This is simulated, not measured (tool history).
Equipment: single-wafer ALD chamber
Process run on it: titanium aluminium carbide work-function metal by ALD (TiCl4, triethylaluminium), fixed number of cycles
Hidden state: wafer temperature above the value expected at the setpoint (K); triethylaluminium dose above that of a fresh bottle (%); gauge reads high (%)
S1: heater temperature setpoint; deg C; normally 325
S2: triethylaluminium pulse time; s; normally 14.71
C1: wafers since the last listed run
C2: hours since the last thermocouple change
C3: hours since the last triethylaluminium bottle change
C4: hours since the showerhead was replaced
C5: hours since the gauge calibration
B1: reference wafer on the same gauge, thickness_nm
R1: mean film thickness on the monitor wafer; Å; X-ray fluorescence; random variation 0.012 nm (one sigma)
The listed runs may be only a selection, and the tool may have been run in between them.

| run | hour | S1 | S2 | C1 | C2 | C3 | C4 | C5 | B1 | R1 |
|---|---|---|---|---|---|---|---|---|---|---|
| 1 | 0 | 325 | 14.71 | 0 | 1412.4 | 1220 | 6052.9 | 135.4 | 2.4 | 22.51 |
|  | 3.7 | gauge calibrated |
| 2 | 12.7 | 325 | 14.71 | 165 | 1425.1 | 1232.7 | 6065.6 | 9 | 2.401 | 22.59 |
| 3 | 27.5 | 325 | 14.71 | 193 | 1439.9 | 1247.5 | 6080.4 | 23.8 | 2.399 | 22.45 |
| 4 | 43.3 | 325 | 14.71 | 206 | 1455.7 | 1263.3 | 6096.2 | 39.6 | 2.402 | 22.37 |
| 5 | 61.1 | 325 | 14.71 | 232 | 1473.5 | 1281.1 | 6114 | 57.4 | 2.401 | 22.43 |
| 6 | 73.1 | 316 | 14.71 | 156 | 1485.5 | 1293.1 | 6126 | 69.4 | 2.399 | 21.78 |
| 7 | 87.8 | 325 | 14.71 | 191 | 1500.2 | 1307.8 | 6140.7 | 84.1 | 2.397 | 22.58 |
| 8 | 100.9 | 330 | 14.71 | 170 | 1513.3 | 1320.9 | 6153.8 | 97.2 | 2.396 | 23.02 |
| 9 | 110.2 | 330 | 14.71 | 121 | 1522.6 | 1330.2 | 6163.1 | 106.5 | 2.399 | 22.95 |
| 10 | 120.5 | 325 | 14.71 | 134 | 1532.9 | 1340.5 | 6173.4 | 116.8 | 2.401 | 22.65 |
|  | 131.7 | gauge calibrated |
| 11 | 136.7 | 310 | 12.73 | 211 | 1549.1 | 1356.7 | 6189.6 | 5 | 2.401 | 21.12 |
|  | 145.8 | showerhead replaced |
| 12 | 146.3 | 331 | 13.01 | 20 | 1558.7 | 1366.3 | 0.5 | 14.6 | 2.402 | 23.2 |
|  | 164 | triethylaluminium bottle replaced |
| 13 | 164.5 | 321 | 10.02 | 133 | 1576.9 | 0.5 | 18.7 | 32.8 | 2.399 | 21.61 |
| 14 | 168.4 | 310 | 12.73 | 50 | 1580.8 | 4.4 | 22.6 | 36.7 | 2.399 | 21.04 |
|  | 178.6 | thermocouple changed; heater temperature recalibrated |
| 15 | 179.1 | 335 | 19.18 | 35 | 0.5 | 15.1 | 33.3 | 47.4 | 2.4 | 23.33 |
| 16 | 183.3 | 325 | 14.71 | 54 | 4.7 | 19.3 | 37.5 | 51.6 | 2.402 | 22.3 |
| 17 | 196.2 | 315 | 19.29 | 168 | 17.6 | 32.2 | 50.4 | 64.5 | 2.397 | 21.8 |
| 18 | 206.4 | 335 | 19.18 | 133 | 27.8 | 42.4 | 60.6 | 74.7 | 2.399 | 23.69 |
| 19 | 218.4 | 317 | 14.71 | 156 | 39.8 | 54.4 | 72.6 | 86.7 | 2.399 | 21.93 |
| 20 | 224.9 | 319 | 19.59 | 84 | 46.3 | 60.9 | 79.1 | 93.2 | 2.397 | 22.17 |

The tool's hidden state at each run:
wafer temperature above the value expected at the setpoint (K): 0 across all the runs
triethylaluminium dose above that of a fresh bottle (%): 0 across all the runs
gauge reads high (%): 0 across all the runs
